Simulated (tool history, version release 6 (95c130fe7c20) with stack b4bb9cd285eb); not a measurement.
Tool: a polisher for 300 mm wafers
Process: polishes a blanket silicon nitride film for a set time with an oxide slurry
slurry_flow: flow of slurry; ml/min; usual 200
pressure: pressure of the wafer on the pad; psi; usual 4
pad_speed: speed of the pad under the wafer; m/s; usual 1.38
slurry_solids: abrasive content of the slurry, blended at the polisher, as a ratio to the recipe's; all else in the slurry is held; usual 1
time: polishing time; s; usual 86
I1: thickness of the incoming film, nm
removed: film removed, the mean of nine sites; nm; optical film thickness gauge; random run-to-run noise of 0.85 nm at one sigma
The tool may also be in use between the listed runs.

{"run": 1, "hour": 0.0, "slurry_flow": 200, "pressure": 4, "pad_speed": 1.38, "slurry_solids": 1, "time": 86, "I1": 427.1, "removed": 56.9}
{"run": 2, "hour": 7.3, "slurry_flow": 200, "pressure": 4, "pad_speed": 1.38, "slurry_solids": 1, "time": 86, "I1": 422.9, "removed": 55.8}
{"run": 3, "hour": 17.4, "slurry_flow": 200, "pressure": 4, "pad_speed": 1.38, "slurry_solids": 1, "time": 86, "I1": 420, "removed": 54.9}
{"run": 4, "hour": 29.6, "slurry_flow": 200, "pressure": 4, "pad_speed": 1.38, "slurry_solids": 1, "time": 86, "I1": 421.5, "removed": 56.2}
{"run": 5, "hour": 39.8, "slurry_flow": 200, "pressure": 4, "pad_speed": 1.38, "slurry_solids": 0.85, "time": 86, "I1": 417.6, "removed": 51.8}
{"run": 6, "hour": 54.3, "slurry_flow": 200, "pressure": 4, "pad_speed": 1.38, "slurry_solids": 0.85, "time": 86, "I1": 411.3, "removed": 50.9}
{"run": 7, "hour": 70.8, "slurry_flow": 255, "pressure": 4, "pad_speed": 1.38, "slurry_solids": 1, "time": 86, "I1": 414.4, "removed": 59.3}
{"hour": 83.5, "done": "worn pad replaced by a new one"}
{"hour": 89.3, "done": "slurry nozzle cleaned"}
{"hour": 90.1, "done": "conditioning disc replaced and pad reconditioned"}
{"run": 8, "hour": 90.6, "slurry_flow": 255, "pressure": 4, "pad_speed": 1.38, "slurry_solids": 1, "time": 86, "I1": 422.1, "removed": 63.2}
{"hour": 96.4, "done": "slurry blender recalibrated"}
{"run": 9, "hour": 101.9, "slurry_flow": 200, "pressure": 4, "pad_speed": 1.38, "slurry_solids": 1, "time": 93, "I1": 416, "removed": 67}
{"hour": 108.8, "done": "head pressure recalibrated"}
{"run": 10, "hour": 117.4, "slurry_flow": 200, "pressure": 4, "pad_speed": 1.68, "slurry_solids": 1, "time": 58, "I1": 421.9, "removed": 48}
{"run": 11, "hour": 139.0, "slurry_flow": 200, "pressure": 4, "pad_speed": 1.38, "slurry_solids": 1, "time": 86, "I1": 416, "removed": 59.4}
{"run": 12, "hour": 155.7, "slurry_flow": 165, "pressure": 3.3, "pad_speed": 1.6, "slurry_solids": 0.9, "time": 86, "I1": 422, "removed": 49.4}
{"run": 13, "hour": 165.3, "slurry_flow": 200, "pressure": 2.6, "pad_speed": 1.38, "slurry_solids": 1, "time": 86, "I1": 416.5, "removed": 38.3}
{"run": 14, "hour": 181.8, "slurry_flow": 200, "pressure": 4, "pad_speed": 1.38, "slurry_solids": 1, "time": 86, "I1": 418.1, "removed": 59}
{"run": 15, "hour": 197.1, "slurry_flow": 265, "pressure": 2.8, "pad_speed": 1.38, "slurry_solids": 1, "time": 86, "I1": 414.3, "removed": 43.2}
{"hour": 202.8, "done": "worn pad replaced by a new one"}
{"run": 16, "hour": 205.4, "slurry_flow": 200, "pressure": 4, "pad_speed": 0.94, "slurry_solids": 1, "time": 86, "I1": 418.3, "removed": 43.2}
{"hour": 241.9, "done": "conditioning disc replaced and pad reconditioned"}
{"run": 17, "hour": 245.0, "slurry_flow": 230, "pressure": 4, "pad_speed": 1.12, "slurry_solids": 1.3, "time": 106, "I1": 426.2, "removed": 69.6}
{"run": 18, "hour": 253.8, "slurry_flow": 200, "pressure": 4, "pad_speed": 1.38, "slurry_solids": 1, "time": 86, "I1": 411.4, "removed": 57.5}
{"run": 19, "hour": 269.5, "slurry_flow": 200, "pressure": 5, "pad_speed": 1.38, "slurry_solids": 1, "time": 97, "I1": 418.3, "removed": 82.1}
{"run": 20, "hour": 281.3, "slurry_flow": 165, "pressure": 3.3, "pad_speed": 1.6, "slurry_solids": 0.9, "time": 86, "I1": 421, "removed": 47.4}
{"run": 21, "hour": 288.8, "slurry_flow": 200, "pressure": 5.3, "pad_speed": 1.38, "slurry_solids": 0.75, "time": 86, "I1": 419.3, "removed": 63.7}
{"hour": 298.6, "done": "worn pad replaced by a new one"}
{"run": 22, "hour": 302.7, "slurry_flow": 230, "pressure": 4, "pad_speed": 1.38, "slurry_solids": 0.8, "time": 106, "I1": 418.7, "removed": 63.2}
{"run": 23, "hour": 315.6, "slurry_flow": 200, "pressure": 4, "pad_speed": 1.38, "slurry_solids": 1, "time": 86, "I1": 414, "removed": 57.8}
{"run": 24, "hour": 321.7, "slurry_flow": 200, "pressure": 4, "pad_speed": 1.38, "slurry_solids": 1, "time": 86, "I1": 418.6, "removed": 56.6}
{"run": 25, "hour": 336.1, "slurry_flow": 200, "pressure": 4.5, "pad_speed": 1.38, "slurry_solids": 1, "time": 100, "I1": 412, "removed": 74.2}
{"run": 26, "hour": 350.6, "slurry_flow": 200, "pressure": 4, "pad_speed": 1.38, "slurry_solids": 1.2, "time": 86, "I1": 421.9, "removed": 61}

Forecast each of these 4 alternatives for the next run:
{"run": "A", "hour": 351.0, "slurry_flow": 200, "pressure": 4, "pad_speed": 1.38, "slurry_solids": 1, "time": 86, "I1": 420.7, "removed": "?"}
{"run": "B", "hour": 351.0, "slurry_flow": 200, "pressure": 5.3, "pad_speed": 1.22, "slurry_solids": 1.2, "time": 86, "I1": 420.7, "removed": "?"}
{"run": "C", "hour": 351.0, "slurry_flow": 200, "pressure": 4, "pad_speed": 1.38, "slurry_solids": 1, "time": 59, "I1": 420.7, "removed": "?"}
{"run": "D", "hour": 351.0, "slurry_flow": 165, "pressure": 4.6, "pad_speed": 1.38, "slurry_solids": 1.15, "time": 113, "I1": 420.7, "removed": "?"}

run=A removed=57.4
run=B removed=75
run=C removed=39.4
run=D removed=88
The same runs, with their run-to-run variation unchanged, on a tool lacking any hidden condition would have given:
run=A removed=63
run=B removed=82.4
run=C removed=43.3
run=D removed=98.6
